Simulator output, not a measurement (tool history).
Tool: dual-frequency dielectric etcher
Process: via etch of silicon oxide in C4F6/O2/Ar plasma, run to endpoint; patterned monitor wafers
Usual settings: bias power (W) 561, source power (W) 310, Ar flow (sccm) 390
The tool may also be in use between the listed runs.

run	hour	bias power (W)	source power (W)	Ar flow (sccm)	wafers since the last listed run	hours since the last wet clean	hours since the last bias power generator calibration	hours since the last source power generator calibration	hours since the last Ar flow controller change	hours since the last upper electrode change	incoming incoming film thickness, nm	endpoint time (s)
1	0	561	310	390	0	64.1	2216.7	3626.8	2274.6	2383.6	97.1	23.4
2	12.6	561	310	390	254	76.7	2229.3	3639.4	2287.2	2396.2	97.1	23.6
3	33.2	561	310	390	415	97.3	2249.9	3660	2307.8	2416.8	97.7	23.6
4	66.7	561	310	425	676	130.8	2283.4	3693.5	2341.3	2450.3	97.2	23.8
5	101.2	561	310	390	696	165.3	2317.9	3728	2375.8	2484.8	99	24.1
6	127.1	561	310	390	522	191.2	2343.8	3753.9	2401.7	2510.7	97.6	23.8
7	158.1	561	310	390	625	222.2	2374.8	3784.9	2432.7	2541.7	97.3	23.9
8	181.3	520	260	390	468	245.4	2398	3808.1	2455.9	2564.9	97.1	25.8
9	284.5	520	260	390	2082	348.6	2501.2	3911.3	2559.1	2668.1	97.7	26.2
10	310.3	561	310	390	520	374.4	2527	3937.1	2584.9	2693.9	97	24.1
# hour 350.5: wet clean of the chamber
11	351	561	310	390	337	0.5	2567.7	3977.8	2625.6	2734.6	98.7	23.6
12	363	561	250	390	242	12.5	2579.7	3989.8	2637.6	2746.6	97.6	24.6
13	403.8	561	250	390	823	53.3	2620.5	4030.6	2678.4	2787.4	97	24.5
14	418.2	561	310	390	290	67.7	2634.9	4045	2692.8	2801.8	98.2	23.6
15	445.7	678	380	318	554	95.2	2662.4	4072.5	2720.3	2829.3	98.2	20.3
# hour 475.7: bias power generator calibrated
# hour 484.4: upper electrode replaced
16	484.9	561	310	390	535	134.4	9.2	4111.7	2759.5	0.5	97.3	23.5
# hour 491.5: Ar flow controller replaced
17	492	561	270	465	22	141.5	16.3	4118.8	0.5	7.6	98.4	24.9
18	514.6	561	310	390	456	164.1	38.9	4141.4	23.1	30.2	97.3	23.5
19	527	608	280	315	250	176.5	51.3	4153.8	35.5	42.6	97.6	22.9
20	547.9	561	290	425	421	197.4	72.2	4174.7	56.4	63.5	97.4	24.2
21	574.8	644	330	343	542	224.3	99.1	4201.6	83.3	90.4	98.5	22
# hour 581.7: source power generator calibrated
22	587	476	310	390	165	236.5	111.3	5.3	95.5	102.6	98.3	25.9
23	615.4	624	380	352	573	264.9	139.7	33.7	123.9	131	97.7	21.6
24	647	507	310	345	637	296.5	171.3	65.3	155.5	162.6	97.5	24.8
25	661	498	310	424	282	310.5	185.3	79.3	169.5	176.6	98.4	25.6
26	684.9	437	370	309	482	334.4	209.2	103.2	193.4	200.5	98	25.6
27	720.9	616	360	354	726	370.4	245.2	139.2	229.4	236.5	97.7	22.1
# hour 751: wet clean of the chamber
28	751.5	654	310	347	133	0.5	275.8	169.8	260	267.1	98.8	21.8
29	759.2	561	310	390	155	8.2	283.5	177.5	267.7	274.8	97.1	23.3

What if the next run were any one of these 4? Each begins from the tool's condition after run 29:
A	759.6	561	360	390	8	8.6	283.9	177.9	268.1	275.2	97.2	?
B	759.6	470	280	460	8	8.6	283.9	177.9	268.1	275.2	97.2	?
C	759.6	561	310	482	8	8.6	283.9	177.9	268.1	275.2	97.2	?
D	759.6	561	310	331	8	8.6	283.9	177.9	268.1	275.2	97.2	?

run	endpoint time (s)
A	22.5
B	26.3
C	23.7
D	23
Without the tool's hidden state the same runs would have given:
run	endpoint time (s)
A	22.5
B	26.3
C	23.7
D	23.1
